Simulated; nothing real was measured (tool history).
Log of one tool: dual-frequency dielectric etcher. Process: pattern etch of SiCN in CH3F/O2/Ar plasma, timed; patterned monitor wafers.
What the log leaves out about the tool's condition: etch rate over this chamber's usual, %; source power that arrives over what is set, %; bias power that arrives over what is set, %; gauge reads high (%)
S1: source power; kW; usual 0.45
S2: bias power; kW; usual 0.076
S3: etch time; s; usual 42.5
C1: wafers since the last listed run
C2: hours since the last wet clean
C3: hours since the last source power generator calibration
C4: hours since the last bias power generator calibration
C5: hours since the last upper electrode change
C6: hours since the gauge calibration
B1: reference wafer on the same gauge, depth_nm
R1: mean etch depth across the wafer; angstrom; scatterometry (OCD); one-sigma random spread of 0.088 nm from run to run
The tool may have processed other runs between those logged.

| run | hour | S1 | S2 | S3 | C1 | C2 | C3 | C4 | C5 | C6 | B1 | R1 |
|---|---|---|---|---|---|---|---|---|---|---|---|---|
| 1 | 0 | 0.49 | 0.076 | 45.5 | 0 | 390.4 | 2544.7 | 2713.8 | 3098.9 | 1897.5 | 17.89 | 198.6 |
| 2 | 73.9 | 0.45 | 0.076 | 36 | 831 | 464.3 | 2618.6 | 2787.7 | 3172.8 | 1971.4 | 17.9 | 152.7 |
| 3 | 116 | 0.45 | 0.076 | 36 | 473 | 506.4 | 2660.7 | 2829.8 | 3214.9 | 2013.5 | 17.9 | 153.2 |
|  | 158.6 | wet clean of the chamber |
| 4 | 203.1 | 0.45 | 0.061 | 42.5 | 709 | 44.5 | 2747.8 | 2916.9 | 3302 | 2100.6 | 17.94 | 156.7 |
| 5 | 374.4 | 0.45 | 0.061 | 42.5 | 1927 | 215.8 | 2919.1 | 3088.2 | 3473.3 | 2271.9 | 17.89 | 160.2 |
| 6 | 432.3 | 0.43 | 0.076 | 52 | 651 | 273.7 | 2977 | 3146.1 | 3531.2 | 2329.8 | 17.89 | 215.8 |
| 7 | 501.7 | 0.43 | 0.076 | 52 | 780 | 343.1 | 3046.4 | 3215.5 | 3600.6 | 2399.2 | 17.91 | 214.4 |
| 8 | 593.5 | 0.48 | 0.076 | 42.5 | 1032 | 434.9 | 3138.2 | 3307.3 | 3692.4 | 2491 | 17.94 | 185.4 |
| 9 | 698.5 | 0.48 | 0.076 | 42.5 | 1181 | 539.9 | 3243.2 | 3412.3 | 3797.4 | 2596 | 17.88 | 186.5 |
|  | 742 | wet clean of the chamber |
| 10 | 747.1 | 0.4 | 0.069 | 42.5 | 276 | 5.1 | 3291.8 | 3460.9 | 3846 | 2644.6 | 17.92 | 160 |
| 11 | 810.9 | 0.54 | 0.088 | 31.5 | 717 | 68.9 | 3355.6 | 3524.7 | 3909.8 | 2708.4 | 17.89 | 151.9 |
|  | 889.2 | gauge calibrated |
| 12 | 898.8 | 0.45 | 0.076 | 49 | 989 | 156.8 | 3443.5 | 3612.6 | 3997.7 | 9.6 | 17.88 | 205.5 |
| 13 | 967 | 0.45 | 0.062 | 29.5 | 767 | 225 | 3511.7 | 3680.8 | 4065.9 | 77.8 | 17.91 | 112 |
| 14 | 1015 | 0.55 | 0.076 | 42.5 | 540 | 273 | 3559.7 | 3728.8 | 4113.9 | 125.8 | 17.9 | 191 |
|  | 1106.6 | bias power generator calibrated |
| 15 | 1109.9 | 0.48 | 0.076 | 30.5 | 1022 | 367.9 | 3654.6 | 3.3 | 4208.8 | 220.7 | 17.91 | 131.8 |
| 16 | 1176.6 | 0.45 | 0.076 | 42.5 | 750 | 434.6 | 3721.3 | 70 | 4275.5 | 287.4 | 17.92 | 181.1 |
| 17 | 1221.7 | 0.41 | 0.076 | 42.5 | 507 | 479.7 | 3766.4 | 115.1 | 4320.6 | 332.5 | 17.9 | 174.4 |
| 18 | 1274.1 | 0.49 | 0.076 | 47.5 | 589 | 532.1 | 3818.8 | 167.5 | 4373 | 384.9 | 17.89 | 209.1 |
|  | 1456.7 | wet clean of the chamber |
| 19 | 1480.6 | 0.45 | 0.076 | 42.5 | 2053 | 23.9 | 4025.3 | 374 | 4579.5 | 591.4 | 17.9 | 176 |
| 20 | 1675.1 | 0.4 | 0.069 | 42.5 | 2188 | 218.4 | 4219.8 | 568.5 | 4774 | 785.9 | 17.9 | 162.6 |
| 21 | 1769.4 | 0.48 | 0.076 | 48.5 | 1061 | 312.7 | 4314.1 | 662.8 | 4868.3 | 880.2 | 17.91 | 209.2 |
| 22 | 1863.1 | 0.53 | 0.061 | 34 | 1054 | 406.4 | 4407.8 | 756.5 | 4962 | 973.9 | 17.89 | 137.2 |
|  | 1871.8 | source power generator calibrated |
| 23 | 1953.9 | 0.37 | 0.076 | 30.5 | 976 | 497.2 | 82.1 | 847.3 | 5052.8 | 1064.7 | 17.89 | 120.1 |
|  | 1991.1 | upper electrode replaced |
| 24 | 1992.1 | 0.38 | 0.082 | 32 | 159 | 535.4 | 120.3 | 885.5 | 1 | 1102.9 | 17.9 | 132.8 |
| 25 | 2061.6 | 0.45 | 0.076 | 42.5 | 781 | 604.9 | 189.8 | 955 | 70.5 | 1172.4 | 17.88 | 183.2 |
|  | 2100.9 | wet clean of the chamber |
| 26 | 2380.3 | 0.5 | 0.093 | 42.5 | 3315 | 279.4 | 508.5 | 1273.7 | 389.2 | 1491.1 | 17.92 | 205.7 |
| 27 | 2522.5 | 0.4 | 0.067 | 42.5 | 1599 | 421.6 | 650.7 | 1415.9 | 531.4 | 1633.3 | 17.91 | 161.8 |
| 28 | 2587.5 | 0.4 | 0.09 | 53.5 | 731 | 486.6 | 715.7 | 1480.9 | 596.4 | 1698.3 | 17.9 | 237.3 |
| 29 | 2683.7 | 0.37 | 0.076 | 30.5 | 1082 | 582.8 | 811.9 | 1577.1 | 692.6 | 1794.5 | 17.9 | 121.6 |

Alternative continuations, all from the tool just after run 29; predict every row:
| A | 2684.1 | 0.45 | 0.076 | 42.5 | 4 | 583.2 | 812.3 | 1577.5 | 693 | 1794.9 | ? | ? |
| B | 2684.1 | 0.52 | 0.093 | 31 | 4 | 583.2 | 812.3 | 1577.5 | 693 | 1794.9 | ? | ? |
| C | 2684.1 | 0.48 | 0.076 | 54 | 4 | 583.2 | 812.3 | 1577.5 | 693 | 1794.9 | ? | ? |
| D | 2684.1 | 0.41 | 0.058 | 42.5 | 4 | 583.2 | 812.3 | 1577.5 | 693 | 1794.9 | ? | ? |
| E | 2684.1 | 0.38 | 0.059 | 55.5 | 4 | 583.2 | 812.3 | 1577.5 | 693 | 1794.9 | ? | ? |

| run | B1 | R1 |
|---|---|---|
| A | 17.89 | 182.4 |
| B | 17.89 | 155.4 |
| C | 17.89 | 237.5 |
| D | 17.89 | 152.8 |
| E | 17.89 | 195.6 |
What these runs would have given with no unlogged condition in the tool:
| run | R1 |
|---|---|
| A | 177 |
| B | 150.8 |
| C | 230.4 |
| D | 148.3 |
| E | 189.8 |
